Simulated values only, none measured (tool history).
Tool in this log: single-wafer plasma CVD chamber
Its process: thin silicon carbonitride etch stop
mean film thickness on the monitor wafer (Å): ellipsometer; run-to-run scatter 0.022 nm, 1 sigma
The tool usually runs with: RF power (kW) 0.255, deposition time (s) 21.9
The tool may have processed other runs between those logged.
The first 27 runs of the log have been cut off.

run    hour  RF power (kW)  deposition time (s)  wafers since the last listed run  hours since the last thermocouple change  hours since the last RF generator calibration  hours since the showerhead was replaced  hours since the gauge calibration  read-back reference wafer on the same gauge, thickness_nm  mean film thickness on the monitor wafer (Å)
 28  1373.0          0.210                 26.2                              1095                                    1083.0                                          133.0                                    896.1                              489.9                                                     15.499                                        163.87
 29  1438.8          0.300                 23.9                              1195                                    1148.8                                          198.8                                    961.9                              555.7                                                     15.493                                        169.52
 30  1484.8          0.255                 21.9                               835                                    1194.8                                          244.8                                   1007.9                              601.7                                                     15.506                                        147.02
 31  1516.7          0.255                 21.9                               579                                    1226.7                                          276.7                                   1039.8                              633.6                                                     15.499                                        146.70
 32  1552.7          0.255                 21.9                               653                                    1262.7                                          312.7                                   1075.8                              669.6                                                     15.515                                        146.74
 33  1615.5          0.215                 24.0                              1140                                    1325.5                                          375.5                                   1138.6                              732.4                                                     15.498                                        151.27
 34  1658.1          0.255                 21.9                               773                                    1368.1                                          418.1                                   1181.2                              775.0                                                     15.504                                        146.67
 35  1694.7          0.255                 21.9                               664                                    1404.7                                          454.7                                   1217.8                              811.6                                                     15.499                                        146.54
 36  1737.7          0.235                 19.8                               781                                    1447.7                                          497.7                                   1260.8                              854.6                                                     15.503                                        128.63

Predict each of these 3 candidate next runs independently; none follows another, all start after run 36:
  A  1738.1          0.255                 23.6                                 7                                    1448.1                                          498.1                                   1261.2                              855.0                                                          ?                                             ?
  B  1738.1          0.305                 21.9                                 7                                    1448.1                                          498.1                                   1261.2                              855.0                                                          ?                                             ?
  C  1738.1          0.225                 21.9                                 7                                    1448.1                                          498.1                                   1261.2                              855.0                                                          ?                                             ?

run  read-back reference wafer on the same gauge, thickness_nm  mean film thickness on the monitor wafer (Å)
  A                                                     15.507                                        157.85
  B                                                     15.507                                        155.83
  C                                                     15.507                                        140.11
With the hidden condition removed and each run's random variation left untouched, the same runs would have given:
run  mean film thickness on the monitor wafer (Å)
  A                                        158.88
  B                                        156.85
  C                                        141.03
